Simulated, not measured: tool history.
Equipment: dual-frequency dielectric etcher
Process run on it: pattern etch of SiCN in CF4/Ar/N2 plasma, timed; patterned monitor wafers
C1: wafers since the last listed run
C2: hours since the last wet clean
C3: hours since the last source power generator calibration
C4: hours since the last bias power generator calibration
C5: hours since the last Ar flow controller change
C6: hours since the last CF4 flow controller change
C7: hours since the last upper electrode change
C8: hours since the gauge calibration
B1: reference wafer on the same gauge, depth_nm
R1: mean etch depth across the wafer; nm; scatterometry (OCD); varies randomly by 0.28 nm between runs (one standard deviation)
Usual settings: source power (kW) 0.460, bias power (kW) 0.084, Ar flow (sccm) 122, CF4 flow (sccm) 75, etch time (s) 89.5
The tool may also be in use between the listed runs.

Run 1, hour 0.0: usual settings; C1 0; C2 446.7; C3 32.3; C4 3819.7; C5 4819.3; C6 3024.7; C7 0.5; C8 353.2; B1 83.3. Result: R1 74.5 nm.
Run 2, hour 0.3: usual settings but Ar flow (sccm) 146; C1 2; C2 447.0; C3 32.6; C4 3820.0; C5 4819.6; C6 3025.0; C7 0.8; C8 353.5; B1 83.3. Result: R1 72.2 nm.
Run 3, hour 4.0: usual settings but Ar flow (sccm) 146; C1 34; C2 450.7; C3 36.3; C4 3823.7; C5 4823.3; C6 3028.7; C7 4.5; C8 357.2; B1 83.4. Result: R1 72.8 nm.
Run 4, hour 12.4: usual settings; C1 77; C2 459.1; C3 44.7; C4 3832.1; C5 4831.7; C6 3037.1; C7 12.9; C8 365.6; B1 83.3. Result: R1 75.2 nm.
Run 5, hour 25.3: usual settings but source power (kW) 0.360, Ar flow (sccm) 136; C1 119; C2 472.0; C3 57.6; C4 3845.0; C5 4844.6; C6 3050.0; C7 25.8; C8 378.5; B1 83.2. Result: R1 56.2 nm.
At hour 66.5: wet clean of the chamber.
Run 6, hour 67.0: usual settings but bias power (kW) 0.102, CF4 flow (sccm) 61; C1 164; C2 0.5; C3 99.3; C4 3886.7; C5 4886.3; C6 3091.7; C7 67.5; C8 420.2; B1 83.2. Result: R1 67.2 nm.
Run 7, hour 68.8: usual settings but Ar flow (sccm) 146; C1 16; C2 2.3; C3 101.1; C4 3888.5; C5 4888.1; C6 3093.5; C7 69.3; C8 422.0; B1 83.3. Result: R1 65.6 nm.
At hour 82.1: gauge calibrated.
Run 8, hour 85.0: usual settings but CF4 flow (sccm) 57; C1 150; C2 18.5; C3 117.3; C4 3904.7; C5 4904.3; C6 3109.7; C7 85.5; C8 2.9; B1 83.3. Result: R1 63.5 nm.
Run 9, hour 95.3: usual settings but source power (kW) 0.350, bias power (kW) 0.104, Ar flow (sccm) 147, CF4 flow (sccm) 64; C1 95; C2 28.8; C3 127.6; C4 3915.0; C5 4914.6; C6 3120.0; C7 95.8; C8 13.2; B1 83.3. Result: R1 49.7 nm.
At hour 102.2: CF4 flow controller replaced.
At hour 104.4: Ar flow controller replaced.
Run 10, hour 120.5: usual settings but bias power (kW) 0.104; C1 157; C2 54.0; C3 152.8; C4 3940.2; C5 16.1; C6 18.3; C7 121.0; C8 38.4; B1 83.3. Result: R1 70.5 nm.
At hour 131.7: bias power generator calibrated.
Run 11, hour 137.3: usual settings but Ar flow (sccm) 141; C1 118; C2 70.8; C3 169.6; C4 5.6; C5 32.9; C6 35.1; C7 137.8; C8 55.2; B1 83.3. Result: R1 66.0 nm.
Run 12, hour 147.9: usual settings but source power (kW) 0.550, bias power (kW) 0.066, Ar flow (sccm) 152, CF4 flow (sccm) 68; C1 98; C2 81.4; C3 180.2; C4 16.2; C5 43.5; C6 45.7; C7 148.4; C8 65.8; B1 83.3. Result: R1 72.6 nm.
At hour 182.1: wet clean of the chamber, repeated, since the last time left the tool worse.
Run 13, hour 182.6: usual settings; C1 99; C2 0.5; C3 214.9; C4 50.9; C5 78.2; C6 80.4; C7 183.1; C8 100.5; B1 83.3. Result: R1 72.4 nm.
Run 14, hour 182.9: usual settings but source power (kW) 0.520, bias power (kW) 0.075, CF4 flow (sccm) 81; C1 2; C2 0.8; C3 215.2; C4 51.2; C5 78.5; C6 80.7; C7 183.4; C8 100.8; B1 83.3. Result: R1 81.4 nm.
Run 15, hour 183.8: usual settings but bias power (kW) 0.101, Ar flow (sccm) 143; C1 8; C2 1.7; C3 216.1; C4 52.1; C5 79.4; C6 81.6; C7 184.3; C8 101.7; B1 83.3. Result: R1 73.1 nm.
Run 16, hour 199.8: usual settings but source power (kW) 0.530, Ar flow (sccm) 109, etch time (s) 78.0; C1 148; C2 17.7; C3 232.1; C4 68.1; C5 95.4; C6 97.6; C7 200.3; C8 117.7; B1 83.4. Result: R1 74.9 nm.
Run 17, hour 215.2: usual settings but source power (kW) 0.420, Ar flow (sccm) 142, CF4 flow (sccm) 90, etch time (s) 108.0; C1 142; C2 33.1; C3 247.5; C4 83.5; C5 110.8; C6 113.0; C7 215.7; C8 133.1; B1 83.3. Result: R1 79.4 nm.
Run 18, hour 225.4: usual settings but source power (kW) 0.340, bias power (kW) 0.070; C1 94; C2 43.3; C3 257.7; C4 93.7; C5 121.0; C6 123.2; C7 225.9; C8 143.3; B1 83.3. Result: R1 50.0 nm.
Run 19, hour 238.1: usual settings; C1 117; C2 56.0; C3 270.4; C4 106.4; C5 133.7; C6 135.9; C7 238.6; C8 156.0; B1 83.3. Result: R1 72.6 nm.
Run 20, hour 252.4: usual settings but source power (kW) 0.410, bias power (kW) 0.096; C1 132; C2 70.3; C3 284.7; C4 120.7; C5 148.0; C6 150.2; C7 252.9; C8 170.3; B1 83.3. Result: R1 66.4 nm.
Run 21, hour 262.4: usual settings but source power (kW) 0.510, bias power (kW) 0.078, CF4 flow (sccm) 82; C1 92; C2 80.3; C3 294.7; C4 130.7; C5 158.0; C6 160.2; C7 262.9; C8 180.3; B1 83.3. Result: R1 81.3 nm.

Below are 4 alternative next runs, each starting from the tool's condition after run 21. Predict each:
Run A, hour 262.8: usual settings but bias power (kW) 0.071; C1 3; C2 80.7; C3 295.1; C4 131.1; C5 158.4; C6 160.6; C7 263.3; C8 180.7; B1 ?. Result: R1 ?.
Run B, hour 262.8: usual settings but source power (kW) 0.400, bias power (kW) 0.105, Ar flow (sccm) 109, CF4 flow (sccm) 67; C1 3; C2 80.7; C3 295.1; C4 131.1; C5 158.4; C6 160.6; C7 263.3; C8 180.7; B1 ?. Result: R1 ?.
Run C, hour 262.8: usual settings but bias power (kW) 0.074, CF4 flow (sccm) 67, etch time (s) 76.0; C1 3; C2 80.7; C3 295.1; C4 131.1; C5 158.4; C6 160.6; C7 263.3; C8 180.7; B1 ?. Result: R1 ?.
Run D, hour 262.8: usual settings but Ar flow (sccm) 108; C1 3; C2 80.7; C3 295.1; C4 131.1; C5 158.4; C6 160.6; C7 263.3; C8 180.7; B1 ?. Result: R1 ?.

run    B1    R1
  A  83.4  70.4
  B  83.4  66.1
  C  83.4  59.0
  D  83.4  74.4
Stripped of hidden state, with their random variation kept, the same runs would have yielded:
run    R1
  A  69.5
  B  65.3
  C  58.3
  D  73.5
